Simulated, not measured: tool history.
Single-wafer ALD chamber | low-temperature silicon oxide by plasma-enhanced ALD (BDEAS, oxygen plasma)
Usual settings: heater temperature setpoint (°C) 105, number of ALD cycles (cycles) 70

| run | hour | heater temperature setpoint (°C) | number of ALD cycles (cycles) | read-back reference wafer on the same gauge, thickness_nm | mean film thickness on the monitor wafer (Å) |
|---|---|---|---|---|---|
| 1 | 0 | 105 | 70 | 11.57 | 100.2 |
| 2 | 17.6 | 105 | 70 | 11.576 | 99.91 |
| 3 | 33.5 | 105 | 70 | 11.582 | 100.53 |
| 4 | 41 | 105 | 70 | 11.597 | 100.16 |
| 5 | 48.4 | 112 | 70 | 11.594 | 99.1 |
| 6 | 59.8 | 112 | 70 | 11.604 | 99.26 |
| 7 | 76.1 | 112 | 70 | 11.616 | 98.92 |
| 8 | 88.3 | 113 | 70 | 11.634 | 99.26 |
| 9 | 95 | 113 | 70 | 11.64 | 99.29 |
| 10 | 103.5 | 113 | 70 | 11.64 | 99.29 |
| 11 | 112.8 | 105 | 70 | 11.647 | 100.52 |
| 12 | 129.1 | 105 | 70 | 11.674 | 101.06 |
| 13 | 141.1 | 105 | 70 | 11.523 | 99.85 |
| 14 | 155.1 | 105 | 63 | 11.519 | 89.7 |
| 15 | 163.3 | 105 | 70 | 11.523 | 99.18 |
| 16 | 180.4 | 105 | 70 | 11.523 | 99.83 |
| 17 | 194.6 | 105 | 70 | 11.529 | 99.51 |
| 18 | 207.2 | 105 | 70 | 11.535 | 99.62 |
| 19 | 222.1 | 115 | 70 | 11.537 | 97.83 |
| 20 | 232 | 115 | 70 | 11.544 | 97.95 |
| 21 | 247.5 | 115 | 70 | 11.544 | 98.32 |
| 22 | 265.2 | 113 | 56 | 11.559 | 79.27 |
| 23 | 278.3 | 118 | 75 | 11.552 | 105.21 |
| 24 | 285.2 | 100 | 74 | 11.559 | 106.37 |
| 25 | 298.4 | 105 | 77 | 11.568 | 110 |
| 26 | 314.9 | 105 | 64 | 11.584 | 91.68 |
| 27 | 325.9 | 105 | 70 | 11.581 | 100.5 |
| 28 | 336.2 | 94 | 70 | 11.592 | 103.2 |
| 29 | 344.2 | 98 | 58 | 11.601 | 84.31 |
| 30 | 352.2 | 105 | 75 | 11.602 | 106.78 |
| 31 | 368.3 | 111 | 80 | 11.613 | 113.57 |
| 32 | 384.2 | 105 | 70 | 11.619 | 100.86 |
| 33 | 401.1 | 99 | 64 | 11.493 | 91.89 |
| 34 | 408.5 | 95 | 77 | 11.489 | 111.31 |
| 35 | 420.4 | 101 | 70 | 11.479 | 100.08 |
| 36 | 437.5 | 105 | 70 | 11.491 | 98.67 |
| 37 | 452.3 | 105 | 74 | 11.488 | 105.21 |
| 38 | 467.2 | 95 | 78 | 11.495 | 113.91 |
| 39 | 484.7 | 105 | 70 | 11.498 | 99.4 |
| 40 | 495 | 105 | 70 | 11.506 | 99.47 |
| 41 | 506.5 | 112 | 82 | 11.507 | 115.55 |
| 42 | 521 | 92 | 61 | 11.512 | 89.94 |

Taken out of this log: 3 entries between the listed runs. Where each belongs, and how the hidden state differs across it:
Between runs 12 and 13: gauge calibrated (hour 129.1)
  gauge reads high (%): 1.47 -> 0.202
  measured less the result without the state, mean film thickness on the monitor wafer (Å): +1.46 -> +0.2
Between runs 18 and 19: thermocouple changed; heater temperature recalibrated (hour 220)
  gauge reads high (%): 0.286 -> 0.321
  measured less the result without the state, mean film thickness on the monitor wafer (Å): +0.29 -> +0.31
Between runs 32 and 33: gauge calibrated (hour 384.4)
  gauge reads high (%): 1.11 -> -0.105
  measured less the result without the state, mean film thickness on the monitor wafer (Å): +1.11 -> -0.1
